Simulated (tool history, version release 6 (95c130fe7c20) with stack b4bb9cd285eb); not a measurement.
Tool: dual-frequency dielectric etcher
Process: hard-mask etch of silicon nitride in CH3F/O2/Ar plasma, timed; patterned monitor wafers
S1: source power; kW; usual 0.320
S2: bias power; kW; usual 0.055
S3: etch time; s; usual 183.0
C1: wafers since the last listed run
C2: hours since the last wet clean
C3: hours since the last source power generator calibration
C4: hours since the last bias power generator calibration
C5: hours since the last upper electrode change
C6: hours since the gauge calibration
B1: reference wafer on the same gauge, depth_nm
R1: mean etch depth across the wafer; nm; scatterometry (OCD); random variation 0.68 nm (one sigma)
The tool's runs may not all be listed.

Run 1, hour 0.0: usual settings; C1 0; C2 305.7; C3 1629.9; C4 4332.5; C5 3931.8; C6 974.2; B1 103.2. Result: R1 103.7 nm.
Run 2, hour 16.4: usual settings; C1 78; C2 322.1; C3 1646.3; C4 4348.9; C5 3948.2; C6 990.6; B1 102.7. Result: R1 105.0 nm.
Run 3, hour 50.6: usual settings; C1 163; C2 356.3; C3 1680.5; C4 4383.1; C5 3982.4; C6 1024.8; B1 103.1. Result: R1 104.7 nm.
Run 4, hour 71.7: usual settings; C1 100; C2 377.4; C3 1701.6; C4 4404.2; C5 4003.5; C6 1045.9; B1 103.0. Result: R1 105.0 nm.
At hour 96.6: wet clean of the chamber.
At hour 96.6: source power generator calibrated.
Run 5, hour 97.7: usual settings; C1 104; C2 1.1; C3 1.1; C4 4430.2; C5 4029.5; C6 1071.9; B1 102.9. Result: R1 107.1 nm.
Run 6, hour 128.7: usual settings but S2 0.061 kW; C1 148; C2 32.1; C3 32.1; C4 4461.2; C5 4060.5; C6 1102.9; B1 102.7. Result: R1 111.0 nm.
Run 7, hour 144.3: usual settings but S2 0.061 kW; C1 74; C2 47.7; C3 47.7; C4 4476.8; C5 4076.1; C6 1118.5; B1 103.0. Result: R1 110.9 nm.
Run 8, hour 165.9: usual settings but S2 0.059 kW; C1 103; C2 69.3; C3 69.3; C4 4498.4; C5 4097.7; C6 1140.1; B1 102.9. Result: R1 110.0 nm.
At hour 176.2: gauge calibrated.
Run 9, hour 257.6: usual settings but S1 0.350 kW; C1 438; C2 161.0; C3 161.0; C4 4590.1; C5 4189.4; C6 81.4; B1 103.0. Result: R1 110.2 nm.
Run 10, hour 303.0: usual settings; C1 216; C2 206.4; C3 206.4; C4 4635.5; C5 4234.8; C6 126.8; B1 102.5. Result: R1 104.5 nm.
Run 11, hour 327.3: usual settings but S1 0.390 kW, S2 0.068 kW, S3 223.0 s; C1 116; C2 230.7; C3 230.7; C4 4659.8; C5 4259.1; C6 151.1; B1 102.6. Result: R1 151.8 nm.
Run 12, hour 344.5: usual settings but S2 0.051 kW; C1 82; C2 247.9; C3 247.9; C4 4677.0; C5 4276.3; C6 168.3; B1 102.9. Result: R1 102.4 nm.
At hour 367.7: bias power generator calibrated.
Run 13, hour 377.3: usual settings but S3 213.5 s; C1 137; C2 280.7; C3 280.7; C4 9.6; C5 4309.1; C6 201.1; B1 103.1. Result: R1 121.0 nm.
Run 14, hour 393.1: usual settings but S2 0.068 kW; C1 75; C2 296.5; C3 296.5; C4 25.4; C5 4324.9; C6 216.9; B1 102.8. Result: R1 114.2 nm.
Run 15, hour 410.1: usual settings but S1 0.240 kW, S2 0.042 kW, S3 143.5 s; C1 81; C2 313.5; C3 313.5; C4 42.4; C5 4341.9; C6 233.9; B1 103.2. Result: R1 63.3 nm.
Run 16, hour 438.1: usual settings but S1 0.260 kW, S2 0.063 kW, S3 130.5 s; C1 133; C2 341.5; C3 341.5; C4 70.4; C5 4369.9; C6 261.9; B1 103.1. Result: R1 69.8 nm.
Run 17, hour 473.3: usual settings but S1 0.280 kW, S3 198.0 s; C1 168; C2 376.7; C3 376.7; C4 105.6; C5 4405.1; C6 297.1; B1 103.1. Result: R1 103.4 nm.
Run 18, hour 508.0: usual settings but S3 219.0 s; C1 165; C2 411.4; C3 411.4; C4 140.3; C5 4439.8; C6 331.8; B1 102.8. Result: R1 123.1 nm.
At hour 533.1: wet clean of the chamber.
Run 19, hour 533.9: usual settings but S1 0.270 kW, S2 0.046 kW; C1 9; C2 0.8; C3 437.3; C4 166.2; C5 4465.7; C6 357.7; B1 103.0. Result: R1 91.2 nm.
Run 20, hour 551.7: usual settings; C1 85; C2 18.6; C3 455.1; C4 184.0; C5 4483.5; C6 375.5; B1 103.0. Result: R1 106.5 nm.
Run 21, hour 574.2: usual settings but S3 228.5 s; C1 107; C2 41.1; C3 477.6; C4 206.5; C5 4506.0; C6 398.0; B1 103.2. Result: R1 132.9 nm.
At hour 602.9: upper electrode replaced.
Run 22, hour 603.4: usual settings but S3 228.5 s; C1 24; C2 70.3; C3 506.8; C4 235.7; C5 0.5; C6 427.2; B1 103.1. Result: R1 132.4 nm.
Run 23, hour 660.0: usual settings but S1 0.250 kW, S3 231.0 s; C1 270; C2 126.9; C3 563.4; C4 292.3; C5 57.1; C6 483.8; B1 103.0. Result: R1 115.9 nm.
Run 24, hour 676.9: usual settings but S1 0.240 kW; C1 80; C2 143.8; C3 580.3; C4 309.2; C5 74.0; C6 500.7; B1 103.0. Result: R1 90.3 nm.
Run 25, hour 706.1: usual settings; C1 139; C2 173.0; C3 609.5; C4 338.4; C5 103.2; C6 529.9; B1 103.2. Result: R1 106.0 nm.
Run 26, hour 755.8: usual settings but S1 0.280 kW; C1 237; C2 222.7; C3 659.2; C4 388.1; C5 152.9; C6 579.6; B1 102.9. Result: R1 98.5 nm.
Run 27, hour 769.4: usual settings; C1 64; C2 236.3; C3 672.8; C4 401.7; C5 166.5; C6 593.2; B1 102.9. Result: R1 105.1 nm.
Run 28, hour 791.5: usual settings but S1 0.300 kW; C1 105; C2 258.4; C3 694.9; C4 423.8; C5 188.6; C6 615.3; B1 103.1. Result: R1 101.8 nm.
Run 29, hour 819.3: usual settings but S3 169.0 s; C1 132; C2 286.2; C3 722.7; C4 451.6; C5 216.4; C6 643.1; B1 103.1. Result: R1 97.2 nm.
Run 30, hour 847.1: usual settings but S3 219.0 s; C1 132; C2 314.0; C3 750.5; C4 479.4; C5 244.2; C6 670.9; B1 102.9. Result: R1 124.5 nm.
Run 31, hour 877.7: usual settings but S2 0.066 kW; C1 146; C2 344.6; C3 781.1; C4 510.0; C5 274.8; C6 701.5; B1 103.0. Result: R1 111.3 nm.

Forecast each of these 3 alternatives for the next run:
Run A, hour 878.2: usual settings; C1 2; C2 345.1; C3 781.6; C4 510.5; C5 275.3; C6 702.0; B1 ?. Result: R1 ?.
Run B, hour 878.2: usual settings but S1 0.290 kW, S2 0.060 kW, S3 141.5 s; C1 2; C2 345.1; C3 781.6; C4 510.5; C5 275.3; C6 702.0; B1 ?. Result: R1 ?.
Run C, hour 878.2: usual settings but S3 204.5 s; C1 2; C2 345.1; C3 781.6; C4 510.5; C5 275.3; C6 702.0; B1 ?. Result: R1 ?.

run     B1     R1
  A  103.1  102.7
  B  103.1   77.9
  C  103.1  114.8
Without the tool's hidden state the same runs would have given:
run     R1
  A  106.0
  B   80.4
  C  118.4
